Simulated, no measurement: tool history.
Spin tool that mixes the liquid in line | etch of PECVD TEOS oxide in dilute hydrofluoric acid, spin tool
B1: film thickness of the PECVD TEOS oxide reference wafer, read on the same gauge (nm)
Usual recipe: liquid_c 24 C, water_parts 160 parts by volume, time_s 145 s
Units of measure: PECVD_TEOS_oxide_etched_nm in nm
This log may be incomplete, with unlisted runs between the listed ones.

{"run": 1, "day": 0.0, "liquid_c": 24, "water_parts": 160, "time_s": 145, "B1": 59.98, "PECVD_TEOS_oxide_etched_nm": 23.61}
{"run": 2, "day": 0.712, "liquid_c": 24, "water_parts": 160, "time_s": 145, "B1": 60, "PECVD_TEOS_oxide_etched_nm": 23.77}
{"run": 3, "day": 1.504, "liquid_c": 24, "water_parts": 160, "time_s": 145, "B1": 59.97, "PECVD_TEOS_oxide_etched_nm": 23.93}
{"run": 4, "day": 2.225, "liquid_c": 24, "water_parts": 160, "time_s": 145, "B1": 60.02, "PECVD_TEOS_oxide_etched_nm": 23.79}
{"run": 5, "day": 3.45, "liquid_c": 24, "water_parts": 160, "time_s": 145, "B1": 59.97, "PECVD_TEOS_oxide_etched_nm": 23.94}
{"run": 6, "day": 4.179, "liquid_c": 24, "water_parts": 160, "time_s": 145, "B1": 59.97, "PECVD_TEOS_oxide_etched_nm": 23.82}
{"run": 7, "day": 4.938, "liquid_c": 24, "water_parts": 160, "time_s": 145, "B1": 60.06, "PECVD_TEOS_oxide_etched_nm": 24.25}
{"run": 8, "day": 6.021, "liquid_c": 24, "water_parts": 160, "time_s": 145, "B1": 59.98, "PECVD_TEOS_oxide_etched_nm": 24.24}
{"run": 9, "day": 7.112, "liquid_c": 24, "water_parts": 160, "time_s": 145, "B1": 60.02, "PECVD_TEOS_oxide_etched_nm": 23.94}
{"run": 10, "day": 8.562, "liquid_c": 24, "water_parts": 160, "time_s": 145, "B1": 59.99, "PECVD_TEOS_oxide_etched_nm": 24.11}
{"run": 11, "day": 9.317, "liquid_c": 24, "water_parts": 160, "time_s": 145, "B1": 60, "PECVD_TEOS_oxide_etched_nm": 24.19}
{"day": 9.925, "done": "gauge calibrated"}
{"run": 12, "day": 10.529, "liquid_c": 24, "water_parts": 160, "time_s": 145, "B1": 60, "PECVD_TEOS_oxide_etched_nm": 24.06}
{"day": 11.292, "done": "thermometer replaced"}
{"run": 13, "day": 11.396, "liquid_c": 24, "water_parts": 160, "time_s": 145, "B1": 59.98, "PECVD_TEOS_oxide_etched_nm": 23.16}
{"run": 14, "day": 12.142, "liquid_c": 24, "water_parts": 160, "time_s": 145, "B1": 60, "PECVD_TEOS_oxide_etched_nm": 23.38}
{"run": 15, "day": 13.396, "liquid_c": 19, "water_parts": 130, "time_s": 215, "B1": 59.97, "PECVD_TEOS_oxide_etched_nm": 35.85}
{"run": 16, "day": 14.146, "liquid_c": 24, "water_parts": 160, "time_s": 145, "B1": 59.99, "PECVD_TEOS_oxide_etched_nm": 23.27}
{"run": 17, "day": 15.05, "liquid_c": 26.5, "water_parts": 110, "time_s": 175, "B1": 60.02, "PECVD_TEOS_oxide_etched_nm": 47.83}
{"run": 18, "day": 16.15, "liquid_c": 27, "water_parts": 115, "time_s": 225, "B1": 59.99, "PECVD_TEOS_oxide_etched_nm": 59.42}
{"run": 19, "day": 17.196, "liquid_c": 24, "water_parts": 160, "time_s": 110, "B1": 59.97, "PECVD_TEOS_oxide_etched_nm": 17.84}
{"day": 17.3, "done": "hydrofluoric acid flow meter replaced"}
{"run": 20, "day": 18.158, "liquid_c": 24, "water_parts": 110, "time_s": 105, "B1": 60.02, "PECVD_TEOS_oxide_etched_nm": 26.18}
{"run": 21, "day": 18.983, "liquid_c": 24, "water_parts": 160, "time_s": 145, "B1": 59.95, "PECVD_TEOS_oxide_etched_nm": 23.48}
{"run": 22, "day": 19.712, "liquid_c": 24, "water_parts": 160, "time_s": 145, "B1": 60.04, "PECVD_TEOS_oxide_etched_nm": 23.55}
{"run": 23, "day": 20.771, "liquid_c": 26.5, "water_parts": 210, "time_s": 215, "B1": 60, "PECVD_TEOS_oxide_etched_nm": 27.67}
{"run": 24, "day": 21.762, "liquid_c": 24, "water_parts": 160, "time_s": 145, "B1": 60.03, "PECVD_TEOS_oxide_etched_nm": 23.71}
{"run": 25, "day": 22.646, "liquid_c": 24, "water_parts": 160, "time_s": 145, "B1": 60.02, "PECVD_TEOS_oxide_etched_nm": 23.78}
{"run": 26, "day": 26.883, "liquid_c": 27.5, "water_parts": 195, "time_s": 215, "B1": 59.98, "PECVD_TEOS_oxide_etched_nm": 31.6}
{"run": 27, "day": 28.246, "liquid_c": 24, "water_parts": 160, "time_s": 145, "B1": 60.04, "PECVD_TEOS_oxide_etched_nm": 24.14}
{"run": 28, "day": 29.433, "liquid_c": 24, "water_parts": 160, "time_s": 190, "B1": 59.97, "PECVD_TEOS_oxide_etched_nm": 31.18}
{"run": 29, "day": 30.475, "liquid_c": 20, "water_parts": 160, "time_s": 215, "B1": 60, "PECVD_TEOS_oxide_etched_nm": 30.54}
{"day": 31.488, "done": "gauge calibrated"}
{"run": 30, "day": 31.7, "liquid_c": 24, "water_parts": 160, "time_s": 145, "B1": 60.02, "PECVD_TEOS_oxide_etched_nm": 23.9}
{"run": 31, "day": 32.675, "liquid_c": 24, "water_parts": 160, "time_s": 145, "B1": 59.96, "PECVD_TEOS_oxide_etched_nm": 23.91}
{"run": 32, "day": 33.404, "liquid_c": 27, "water_parts": 190, "time_s": 80, "B1": 59.97, "PECVD_TEOS_oxide_etched_nm": 12.15}
{"run": 33, "day": 34.021, "liquid_c": 28, "water_parts": 130, "time_s": 220, "B1": 59.99, "PECVD_TEOS_oxide_etched_nm": 54.57}

Alternative continuations, all from the tool just after run 33; predict every row:
{"run": "A", "day": 34.042, "liquid_c": 24, "water_parts": 160, "time_s": 145, "B1": "?", "PECVD_TEOS_oxide_etched_nm": "?"}
{"run": "B", "day": 34.042, "liquid_c": 28, "water_parts": 160, "time_s": 225, "B1": "?", "PECVD_TEOS_oxide_etched_nm": "?"}
{"run": "C", "day": 34.042, "liquid_c": 21.5, "water_parts": 160, "time_s": 200, "B1": "?", "PECVD_TEOS_oxide_etched_nm": "?"}
{"run": "D", "day": 34.042, "liquid_c": 24, "water_parts": 195, "time_s": 145, "B1": "?", "PECVD_TEOS_oxide_etched_nm": "?"}

run=A B1=59.95 PECVD_TEOS_oxide_etched_nm=24.21
run=B B1=59.95 PECVD_TEOS_oxide_etched_nm=43.51
run=C B1=59.95 PECVD_TEOS_oxide_etched_nm=30.38
run=D B1=59.95 PECVD_TEOS_oxide_etched_nm=19.09
Stripped of hidden state, with their random variation kept, the same runs would have yielded:
run=A PECVD_TEOS_oxide_etched_nm=23.05
run=B PECVD_TEOS_oxide_etched_nm=41.5
run=C PECVD_TEOS_oxide_etched_nm=28.88
run=D PECVD_TEOS_oxide_etched_nm=18.19

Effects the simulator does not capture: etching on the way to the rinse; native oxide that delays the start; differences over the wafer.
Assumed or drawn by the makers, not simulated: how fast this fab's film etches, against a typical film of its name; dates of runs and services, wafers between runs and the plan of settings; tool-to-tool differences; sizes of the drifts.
